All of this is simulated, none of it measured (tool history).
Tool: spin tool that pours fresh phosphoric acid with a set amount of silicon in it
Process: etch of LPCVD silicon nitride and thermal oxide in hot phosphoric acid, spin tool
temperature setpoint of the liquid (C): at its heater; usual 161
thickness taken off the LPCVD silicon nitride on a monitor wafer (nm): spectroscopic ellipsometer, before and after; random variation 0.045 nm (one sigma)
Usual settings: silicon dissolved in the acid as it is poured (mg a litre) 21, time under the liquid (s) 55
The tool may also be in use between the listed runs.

run   hour  temperature setpoint of the liquid (C)  silicon dissolved in the acid as it is poured (mg a litre)  time under the liquid (s)  read-back film thickness of the LPCVD silicon nitride reference wafer, read on the same gauge (nm)  thickness taken off the LPCVD silicon nitride on a monitor wafer (nm)
  1      0                                     161                                                          21                         55                                                                                              59.983                                                                   4.89
       4.5  -- gauge calibrated
  2   32.7                                     161                                                          21                         55                                                                                              59.987                                                                  4.817
  3   49.7                                     161                                                          21                         55                                                                                              60.018                                                                  4.877
  4   63.4                                     161                                                          21                         55                                                                                               59.98                                                                  4.902
  5   84.9                                     161                                                          21                         55                                                                                              60.007                                                                  4.896
  6  120.9                                     161                                                          21                         55                                                                                              60.005                                                                  4.837
  7  133.9                                     161                                                          21                         55                                                                                              59.985                                                                  4.855
  8  163.2                                     161                                                         9.5                         55                                                                                              59.989                                                                  4.817
  9  201.3                                     161                                                         9.5                         55                                                                                              60.011                                                                  4.741
 10  214.9                                     160                                                          21                         55                                                                                              60.019                                                                  4.607
 11  247.8                                     161                                                          21                         40                                                                                              59.993                                                                  3.479
       258  -- gauge calibrated
 12  279.6                                     161                                                        29.5                         55                                                                                               59.98                                                                  4.644
 13  295.1                                   163.5                                                          21                         55                                                                                              59.998                                                                  5.179
 14  314.4                                   162.5                                                          21                         65                                                                                               59.96                                                                  6.001
     324.7  -- heated supply line repaired
 15  326.6                                   162.5                                                           8                         80                                                                                              59.983                                                                  7.178
     334.2  -- thermometer replaced
       335  -- dissolved silicon flow meter replaced
 16  348.6                                     161                                                          21                         30                                                                                              60.021                                                                  2.769

Run 17 comes next. What will it give?
 17  377.3                                     161                                                          21                         55                                                                                                   ?                                                                      ?

Run 17 gave read-back film thickness of the LPCVD silicon nitride reference wafer, read on the same gauge (nm) 60.02, thickness taken off the LPCVD silicon nitride on a monitor wafer (nm) 5.073.
Without the tool's hidden state the same run would have given thickness taken off the LPCVD silicon nitride on a monitor wafer (nm) 5.133.
